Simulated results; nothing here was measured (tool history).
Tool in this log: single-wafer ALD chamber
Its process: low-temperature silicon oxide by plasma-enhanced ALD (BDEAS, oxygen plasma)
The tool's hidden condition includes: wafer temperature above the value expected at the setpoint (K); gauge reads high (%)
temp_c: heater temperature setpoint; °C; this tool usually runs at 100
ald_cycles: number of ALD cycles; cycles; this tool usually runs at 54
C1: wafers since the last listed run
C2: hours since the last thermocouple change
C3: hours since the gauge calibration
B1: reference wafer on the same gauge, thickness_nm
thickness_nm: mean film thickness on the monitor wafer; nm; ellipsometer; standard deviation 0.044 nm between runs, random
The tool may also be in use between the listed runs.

Run 1, hour 0.0: usual settings; C1 0; C2 290.7; C3 9.8; B1 6.522. Result: thickness_nm 7.359 nm.
Run 2, hour 55.5: usual settings; C1 189; C2 346.2; C3 65.3; B1 6.524. Result: thickness_nm 7.434 nm.
Run 3, hour 103.7: usual settings; C1 164; C2 394.4; C3 113.5; B1 6.526. Result: thickness_nm 7.500 nm.
Run 4, hour 133.4: usual settings but temp_c 104 °C; C1 101; C2 424.1; C3 143.2; B1 6.516. Result: thickness_nm 7.300 nm.
Run 5, hour 157.6: usual settings but temp_c 104 °C; C1 82; C2 448.3; C3 167.4; B1 6.531. Result: thickness_nm 7.336 nm.
Run 6, hour 186.3: usual settings but temp_c 104 °C; C1 97; C2 477.0; C3 196.1; B1 6.524. Result: thickness_nm 7.246 nm.
Run 7, hour 229.4: usual settings but temp_c 109 °C; C1 146; C2 520.1; C3 239.2; B1 6.523. Result: thickness_nm 7.272 nm.
Run 8, hour 279.5: usual settings but ald_cycles 51 cycles; C1 170; C2 570.2; C3 289.3; B1 6.521. Result: thickness_nm 7.059 nm.
Run 9, hour 315.3: usual settings but temp_c 93 °C; C1 122; C2 606.0; C3 325.1; B1 6.519. Result: thickness_nm 7.586 nm.
Run 10, hour 368.7: usual settings but temp_c 107 °C; C1 182; C2 659.4; C3 378.5; B1 6.517. Result: thickness_nm 7.290 nm.
Run 11, hour 418.5: usual settings but temp_c 107 °C; C1 169; C2 709.2; C3 428.3; B1 6.524. Result: thickness_nm 7.294 nm.
Run 12, hour 450.2: usual settings; C1 108; C2 740.9; C3 460.0; B1 6.517. Result: thickness_nm 7.485 nm.
Run 13, hour 491.5: usual settings; C1 140; C2 782.2; C3 501.3; B1 6.531. Result: thickness_nm 7.402 nm.
Run 14, hour 543.6: usual settings but ald_cycles 50 cycles; C1 177; C2 834.3; C3 553.4; B1 6.516. Result: thickness_nm 6.848 nm.
Run 15, hour 581.3: usual settings; C1 128; C2 872.0; C3 591.1; B1 6.519. Result: thickness_nm 7.400 nm.
Run 16, hour 619.5: usual settings but temp_c 112 °C, ald_cycles 61 cycles; C1 130; C2 910.2; C3 629.3; B1 6.508. Result: thickness_nm 8.268 nm.

Run 17 has not been measured yet. What should we expect?
Run 17, hour 677.3: usual settings but temp_c 109 °C, ald_cycles 57 cycles; C1 197; C2 968.0; C3 687.1; B1 ?. Result: thickness_nm ?.

B1: 6.523
thickness_nm: 7.689 nm
On a tool with no hidden condition, and with the same random variation, this run would have come out at thickness_nm 7.689 nm.
